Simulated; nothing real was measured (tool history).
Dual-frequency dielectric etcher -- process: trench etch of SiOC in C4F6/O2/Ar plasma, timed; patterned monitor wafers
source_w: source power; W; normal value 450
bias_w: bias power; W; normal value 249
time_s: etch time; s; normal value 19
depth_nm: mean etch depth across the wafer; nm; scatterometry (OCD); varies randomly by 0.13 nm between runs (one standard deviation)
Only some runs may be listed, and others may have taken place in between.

run	hour	source_w	bias_w	time_s	read-back reference wafer on the same gauge, depth_nm	depth_nm
1	0	450	249	19	51.29	46.11
2	46.2	450	249	19	51.36	46.31
3	93	450	249	19	51.31	46.28
# hour 127.3: wet clean of the chamber
4	141.1	450	230	19	51.3	44.64
5	209.7	450	249	19	51.3	46.53
6	255.2	450	249	21	51.31	51.18
7	284.3	450	249	21	51.29	51.04
8	317.4	510	249	19	51.31	49.67
9	341.8	450	249	19	51.28	46.15
10	396	450	249	19	51.32	46.15
# hour 404.1: source power generator calibrated
# hour 453: bias power generator calibrated
# hour 466.4: wet clean of the chamber
11	466.9	450	249	19	51.28	46.33
12	525.7	450	249	19	51.28	46.28
# hour 561.1: gauge calibrated
# hour 574: upper electrode replaced
13	574.5	450	210	19	51.32	43.16
14	632.8	450	249	19	51.34	46.33
15	678.1	540	269	24	51.29	67.12
16	728.4	450	210	19	51.33	43.18

Run 17 comes next. What will it give?
17	761	450	249	19	?	?

Run 17 gave read-back reference wafer on the same gauge, depth_nm 51.33, depth_nm 46.08 nm.
Without the tool's hidden state the same run would have given depth_nm 46.08 nm.
